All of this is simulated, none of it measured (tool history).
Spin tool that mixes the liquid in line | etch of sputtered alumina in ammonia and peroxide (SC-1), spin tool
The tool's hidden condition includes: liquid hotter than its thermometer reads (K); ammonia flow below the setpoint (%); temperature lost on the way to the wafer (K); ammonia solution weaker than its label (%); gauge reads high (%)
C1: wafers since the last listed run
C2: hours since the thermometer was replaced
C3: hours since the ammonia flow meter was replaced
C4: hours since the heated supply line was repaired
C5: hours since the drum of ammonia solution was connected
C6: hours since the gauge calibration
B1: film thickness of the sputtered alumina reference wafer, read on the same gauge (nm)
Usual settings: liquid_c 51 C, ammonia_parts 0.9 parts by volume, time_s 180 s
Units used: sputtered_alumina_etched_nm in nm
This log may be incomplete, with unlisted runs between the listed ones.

Run 1, hour 0: usual settings; C1 0; C2 431.5; C3 236.6; C4 682.4; C5 105.2; C6 1410.4; B1 40. Result: sputtered_alumina_etched_nm 10.67 nm.
Run 2, hour 69.4: usual settings; C1 319; C2 500.9; C3 306; C4 751.8; C5 174.6; C6 1479.8; B1 40. Result: sputtered_alumina_etched_nm 10.52 nm.
At hour 112.5: thermometer replaced.
Run 3, hour 130.7: usual settings; C1 277; C2 18.2; C3 367.3; C4 813.1; C5 235.9; C6 1541.1; B1 39.98. Result: sputtered_alumina_etched_nm 10.58 nm.
At hour 151.6: ammonia flow meter replaced.
At hour 170.6: heated supply line repaired.
Run 4, hour 188.2: usual settings; C1 255; C2 75.7; C3 36.6; C4 17.6; C5 293.4; C6 1598.6; B1 40. Result: sputtered_alumina_etched_nm 11.05 nm.
Run 5, hour 242: usual settings; C1 247; C2 129.5; C3 90.4; C4 71.4; C5 347.2; C6 1652.4; B1 40.01. Result: sputtered_alumina_etched_nm 11.09 nm.
Run 6, hour 306.6: usual settings but liquid_c 58 C, ammonia_parts 0.45 parts by volume, time_s 220 s; C1 297; C2 194.1; C3 155; C4 136; C5 411.8; C6 1717; B1 39.98. Result: sputtered_alumina_etched_nm 18.36 nm.
Run 7, hour 377.2: usual settings but time_s 220 s; C1 324; C2 264.7; C3 225.6; C4 206.6; C5 482.4; C6 1787.6; B1 40. Result: sputtered_alumina_etched_nm 13.33 nm.
Run 8, hour 411.6: usual settings but liquid_c 53.5 C, ammonia_parts 0.65 parts by volume, time_s 135 s; C1 158; C2 299.1; C3 260; C4 241; C5 516.8; C6 1822; B1 40. Result: sputtered_alumina_etched_nm 9.15 nm.
Run 9, hour 436.6: usual settings but liquid_c 56 C, ammonia_parts 0.45 parts by volume, time_s 260 s; C1 114; C2 324.1; C3 285; C4 266; C5 541.8; C6 1847; B1 40.03. Result: sputtered_alumina_etched_nm 19.23 nm.
Run 10, hour 498: usual settings; C1 282; C2 385.5; C3 346.4; C4 327.4; C5 603.2; C6 1908.4; B1 40.03. Result: sputtered_alumina_etched_nm 10.97 nm.
Run 11, hour 552.6: usual settings; C1 251; C2 440.1; C3 401; C4 382; C5 657.8; C6 1963; B1 40.03. Result: sputtered_alumina_etched_nm 10.81 nm.
At hour 587.5: ammonia flow meter replaced.
Run 12, hour 608.1: usual settings but liquid_c 54.5 C; C1 250; C2 495.6; C3 20.6; C4 437.5; C5 713.3; C6 2018.5; B1 40.02. Result: sputtered_alumina_etched_nm 13.01 nm.
At hour 619.9: new drum of ammonia solution connected.
Run 13, hour 656.8: usual settings; C1 219; C2 544.3; C3 69.3; C4 486.2; C5 36.9; C6 2067.2; B1 40. Result: sputtered_alumina_etched_nm 10.82 nm.
Run 14, hour 712.3: usual settings but liquid_c 46.5 C, ammonia_parts 1.2 parts by volume; C1 255; C2 599.8; C3 124.8; C4 541.7; C5 92.4; C6 2122.7; B1 40.03. Result: sputtered_alumina_etched_nm 8.6 nm.
At hour 733.6: thermometer replaced.
At hour 778.3: gauge calibrated.
Run 15, hour 781.1: usual settings but liquid_c 55.5 C, time_s 120 s; C1 311; C2 47.5; C3 193.6; C4 610.5; C5 161.2; C6 2.8; B1 39.96. Result: sputtered_alumina_etched_nm 9.06 nm.
Run 16, hour 822.5: usual settings; C1 190; C2 88.9; C3 235; C4 651.9; C5 202.6; C6 44.2; B1 40. Result: sputtered_alumina_etched_nm 10.66 nm.
At hour 827: heated supply line repaired.
Run 17, hour 863: usual settings but liquid_c 55 C, ammonia_parts 0.75 parts by volume, time_s 70 s; C1 181; C2 129.4; C3 275.5; C4 36; C5 243.1; C6 84.7; B1 39.99. Result: sputtered_alumina_etched_nm 5.16 nm.
Run 18, hour 931.8: usual settings; C1 316; C2 198.2; C3 344.3; C4 104.8; C5 311.9; C6 153.5; B1 40.03. Result: sputtered_alumina_etched_nm 11.09 nm.

Expected results for the next run?
At hour 1019: ammonia flow meter replaced.
Run 19, hour 1063.1: usual settings but liquid_c 54 C; C1 599; C2 329.5; C3 44.1; C4 236.1; C5 443.2; C6 284.8; B1 ?. Result: sputtered_alumina_etched_nm ?.

B1: 40.01
sputtered_alumina_etched_nm: 12.74 nm
Had the tool carried no hidden state, the very same run would have given sputtered_alumina_etched_nm 12.94 nm.

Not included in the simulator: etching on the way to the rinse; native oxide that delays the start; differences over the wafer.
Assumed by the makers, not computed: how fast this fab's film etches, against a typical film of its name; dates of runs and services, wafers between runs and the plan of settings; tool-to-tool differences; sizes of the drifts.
